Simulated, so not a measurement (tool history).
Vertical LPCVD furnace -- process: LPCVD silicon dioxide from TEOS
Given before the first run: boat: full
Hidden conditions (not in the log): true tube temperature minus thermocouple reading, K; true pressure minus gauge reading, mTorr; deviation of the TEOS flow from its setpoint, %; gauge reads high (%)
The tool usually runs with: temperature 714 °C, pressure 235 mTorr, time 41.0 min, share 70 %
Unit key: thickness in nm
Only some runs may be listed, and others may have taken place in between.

| run | hour | temperature | pressure | time | share | wafers since the last listed run | hours since the last temperature calibration | hours since the pressure gauge was zeroed | hours since the TEOS flow controller was replaced | hours since the gauge calibration | read-back reference wafer on the same gauge, thickness | thickness |
|---|---|---|---|---|---|---|---|---|---|---|---|---|
| 1 | 0.0 | 714 | 190 | 41.0 | 70 | 0 | 1320.6 | 4153.4 | 5133.7 | 867.2 | 427.31 | 355.88 |
| 2 | 12.5 | 714 | 190 | 41.0 | 70 | 130 | 1333.1 | 4165.9 | 5146.2 | 879.7 | 427.29 | 359.12 |
|  | 42.2 | pressure gauge zeroed |
| 3 | 42.7 | 714 | 190 | 41.0 | 70 | 64 | 1363.3 | 0.5 | 5176.4 | 909.9 | 426.93 | 358.87 |
| 4 | 75.3 | 714 | 235 | 41.0 | 70 | 340 | 1395.9 | 33.1 | 5209.0 | 942.5 | 427.08 | 398.30 |
| 5 | 87.5 | 714 | 235 | 41.0 | 70 | 127 | 1408.1 | 45.3 | 5221.2 | 954.7 | 426.87 | 399.24 |
| 6 | 113.7 | 714 | 235 | 41.0 | 70 | 273 | 1434.3 | 71.5 | 5247.4 | 980.9 | 427.10 | 398.28 |
| 7 | 130.5 | 714 | 235 | 41.0 | 70 | 175 | 1451.1 | 88.3 | 5264.2 | 997.7 | 427.02 | 399.37 |
| 8 | 152.8 | 714 | 235 | 41.0 | 70 | 233 | 1473.4 | 110.6 | 5286.5 | 1020.0 | 426.90 | 399.75 |
| 9 | 173.2 | 714 | 235 | 41.0 | 70 | 213 | 1493.8 | 131.0 | 5306.9 | 1040.4 | 426.87 | 399.89 |
|  | 250.1 | thermocouples replaced and temperature profile calibrated |
| 10 | 270.4 | 723 | 235 | 41.0 | 70 | 765 | 20.3 | 228.2 | 5404.1 | 1137.6 | 426.84 | 474.95 |
| 11 | 283.5 | 723 | 235 | 41.0 | 70 | 136 | 33.4 | 241.3 | 5417.2 | 1150.7 | 427.16 | 475.38 |
| 12 | 316.2 | 723 | 235 | 41.0 | 70 | 341 | 66.1 | 274.0 | 5449.9 | 1183.4 | 426.90 | 476.36 |
| 13 | 329.3 | 714 | 235 | 41.0 | 70 | 136 | 79.2 | 287.1 | 5463.0 | 1196.5 | 426.87 | 387.49 |
| 14 | 348.0 | 714 | 210 | 33.0 | 56 | 195 | 97.9 | 305.8 | 5481.7 | 1215.2 | 426.73 | 264.54 |
| 15 | 374.8 | 709 | 235 | 41.0 | 70 | 280 | 124.7 | 332.6 | 5508.5 | 1242.0 | 426.96 | 347.08 |
| 16 | 421.8 | 714 | 270 | 41.0 | 61 | 491 | 171.7 | 379.6 | 5555.5 | 1289.0 | 426.99 | 391.24 |
| 17 | 437.5 | 719 | 200 | 33.0 | 76 | 164 | 187.4 | 395.3 | 5571.2 | 1304.7 | 427.18 | 335.50 |
|  | 456.2 | gauge calibrated |
| 18 | 463.5 | 714 | 235 | 41.0 | 70 | 271 | 213.4 | 421.3 | 5597.2 | 7.3 | 427.01 | 388.30 |
| 19 | 490.9 | 714 | 175 | 35.5 | 70 | 286 | 240.8 | 448.7 | 5624.6 | 34.7 | 427.18 | 290.44 |
| 20 | 510.4 | 711 | 270 | 41.0 | 80 | 203 | 260.3 | 468.2 | 5644.1 | 54.2 | 426.72 | 416.88 |
| 21 | 524.4 | 724 | 220 | 36.5 | 70 | 146 | 274.3 | 482.2 | 5658.1 | 68.2 | 426.95 | 417.70 |
|  | 612.9 | TEOS flow controller replaced |
| 22 | 631.6 | 714 | 235 | 41.0 | 70 | 870 | 381.5 | 589.4 | 18.7 | 175.4 | 426.83 | 388.69 |
| 23 | 656.8 | 703 | 195 | 36.5 | 78 | 263 | 406.7 | 614.6 | 43.9 | 200.6 | 426.66 | 257.83 |
| 24 | 675.7 | 704 | 260 | 56.5 | 84 | 197 | 425.6 | 633.5 | 62.8 | 219.5 | 427.06 | 496.69 |
| 25 | 691.3 | 714 | 235 | 41.0 | 77 | 163 | 441.2 | 649.1 | 78.4 | 235.1 | 426.90 | 408.25 |
| 26 | 709.3 | 722 | 235 | 41.0 | 70 | 188 | 459.2 | 667.1 | 96.4 | 253.1 | 427.45 | 466.50 |
| 27 | 742.8 | 714 | 235 | 41.0 | 70 | 350 | 492.7 | 700.6 | 129.9 | 286.6 | 426.95 | 391.47 |
| 28 | 769.1 | 714 | 235 | 41.0 | 70 | 275 | 519.0 | 726.9 | 156.2 | 312.9 | 426.91 | 390.54 |
| 29 | 793.0 | 714 | 235 | 41.0 | 70 | 249 | 542.9 | 750.8 | 180.1 | 336.8 | 426.77 | 392.50 |
| 30 | 825.3 | 718 | 235 | 32.0 | 74 | 337 | 575.2 | 783.1 | 212.4 | 369.1 | 426.71 | 343.09 |
| 31 | 846.6 | 714 | 210 | 41.0 | 78 | 222 | 596.5 | 804.4 | 233.7 | 390.4 | 426.70 | 390.73 |
| 32 | 900.6 | 706 | 250 | 41.0 | 70 | 564 | 650.5 | 858.4 | 287.7 | 444.4 | 427.32 | 337.06 |

Pick out some run-to-run changes in thickness. Of each, how much would a tool without hidden state show as well, from the settings, what came in and chance, and how much is left for the hidden state and any gauge scatter not in both results compared?
Run 3 -> 4: pressure 190 -> 235. thickness +39.43 nm: hidden state +1.77, all else +37.66.
Run 9 -> 10: temperature 714 -> 723, thermocouples replaced and temperature profile calibrated. thickness +75.06 nm: hidden state -10.32, all else +85.38.
Run 19 -> 20: temperature 714 -> 711, pressure 175 -> 270, time 35.5 -> 41.0, share 70 -> 80. thickness +126.44 nm: hidden state +1.36, all else +125.08.
Run 22 -> 23: temperature 714 -> 703, pressure 235 -> 195, time 41.0 -> 36.5, share 70 -> 78. thickness -130.86 nm: hidden state -1.35, all else -129.51.
Run 23 -> 24: temperature 703 -> 704, pressure 195 -> 260, time 36.5 -> 56.5, share 78 -> 84. thickness +238.86 nm: hidden state +2.98, all else +235.88.

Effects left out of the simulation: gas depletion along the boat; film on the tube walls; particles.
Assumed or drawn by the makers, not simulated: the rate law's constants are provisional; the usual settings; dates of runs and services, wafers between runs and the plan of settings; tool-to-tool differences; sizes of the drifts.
